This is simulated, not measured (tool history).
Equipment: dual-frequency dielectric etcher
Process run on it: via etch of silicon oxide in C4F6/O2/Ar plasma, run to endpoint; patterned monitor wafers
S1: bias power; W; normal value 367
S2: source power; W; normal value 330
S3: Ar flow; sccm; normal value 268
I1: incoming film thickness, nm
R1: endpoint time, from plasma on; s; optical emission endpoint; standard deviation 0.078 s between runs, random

run	hour	S1	S2	S3	I1	R1
1	0.0	367	330	230	87.2	24.7
# hour 24.1: bias power generator calibrated
2	47.2	367	330	230	88.6	25.0
3	80.3	367	330	268	88.1	25.3
4	126.9	367	330	268	87.5	25.1
5	196.5	367	330	268	86.5	24.7
6	237.8	367	330	234	87.2	24.4
7	272.1	367	330	237	88.4	24.7
8	325.5	317	300	216	87.5	25.9
# hour 369.0: wet clean of the chamber
9	371.7	339	330	298	87.9	26.5
10	411.7	334	300	293	88.0	27.5
11	450.3	367	330	245	87.8	25.2
12	505.1	367	330	268	87.1	25.3
13	575.5	367	330	268	87.3	25.3
# hour 688.3: upper electrode replaced
# hour 727.9: Ar flow controller replaced
14	750.2	367	330	268	87.6	24.8
# hour 807.9: wet clean of the chamber
15	811.4	393	300	222	88.3	25.2
16	837.3	367	330	309	88.0	26.1
17	898.1	367	330	268	87.9	25.4
18	1023.5	297	300	220	87.2	26.8
19	1068.0	367	330	324	87.8	25.9
20	1135.9	367	330	234	87.3	24.5
21	1204.9	311	410	293	87.7	24.9
22	1265.0	308	330	310	88.2	26.8
# hour 1334.3: wet clean of the chamber
23	1334.8	367	330	268	88.1	25.5
24	1342.1	440	260	268	88.2	26.0
25	1373.0	367	400	319	87.5	24.5
26	1423.3	279	300	234	88.3	28.0

Predict the results of run 27:
27	1485.3	456	330	268	88.0	?

R1: 23.8 s
Minus the tool's unlogged condition, the same run would have read R1 23.9 s.
